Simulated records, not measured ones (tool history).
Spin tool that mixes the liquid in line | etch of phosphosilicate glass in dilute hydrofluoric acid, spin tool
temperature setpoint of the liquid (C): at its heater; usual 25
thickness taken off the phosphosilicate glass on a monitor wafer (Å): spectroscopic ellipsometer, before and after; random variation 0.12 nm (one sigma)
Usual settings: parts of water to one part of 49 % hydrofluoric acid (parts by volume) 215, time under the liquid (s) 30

| run | hour | temperature setpoint of the liquid (C) | parts of water to one part of 49 % hydrofluoric acid (parts by volume) | time under the liquid (s) | read-back film thickness of the phosphosilicate glass reference wafer, read on the same gauge (nm) | thickness taken off the phosphosilicate glass on a monitor wafer (Å) |
|---|---|---|---|---|---|---|
| 1 | 0 | 23 | 215 | 30 | 129.95 | 167.4 |
| 2 | 52.5 | 25 | 215 | 30 | 129.99 | 181 |
| 3 | 117.7 | 25 | 215 | 30 | 130.01 | 180.3 |
| 4 | 144.6 | 25 | 215 | 30 | 130.05 | 181.1 |
|  | 155.3 | hydrofluoric acid flow meter replaced |
| 5 | 206.4 | 25 | 215 | 30 | 129.94 | 183.6 |
| 6 | 276.2 | 28.5 | 215 | 30 | 130.05 | 205.9 |
| 7 | 346.6 | 25 | 215 | 35 | 130 | 213.5 |
| 8 | 413.7 | 25 | 215 | 35 | 130.01 | 216.4 |
| 9 | 470.4 | 25 | 215 | 35 | 130.01 | 216.8 |
| 10 | 505.3 | 25 | 215 | 30 | 129.99 | 185.6 |
| 11 | 564.5 | 25 | 180 | 40 | 129.98 | 306.7 |
| 12 | 619.3 | 25 | 180 | 40 | 130 | 305.4 |
| 13 | 699.4 | 25 | 270 | 30 | 130 | 139.6 |
| 14 | 752.8 | 25 | 215 | 15 | 129.98 | 91.9 |
| 15 | 779.7 | 25 | 215 | 30 | 129.98 | 184.9 |
|  | 920.7 | gauge calibrated |
| 16 | 938 | 28.5 | 215 | 15 | 130 | 106.4 |

The next listed run, before its measurement:
|  | 958.9 | hydrofluoric acid flow meter replaced |
| 17 | 992.8 | 23.5 | 265 | 20 | ? | ? |

read-back film thickness of the phosphosilicate glass reference wafer, read on the same gauge (nm): 130.01
thickness taken off the phosphosilicate glass on a monitor wafer (Å): 90.6
Without the tool's hidden state the same run would have given thickness taken off the phosphosilicate glass on a monitor wafer (Å) 84.4.
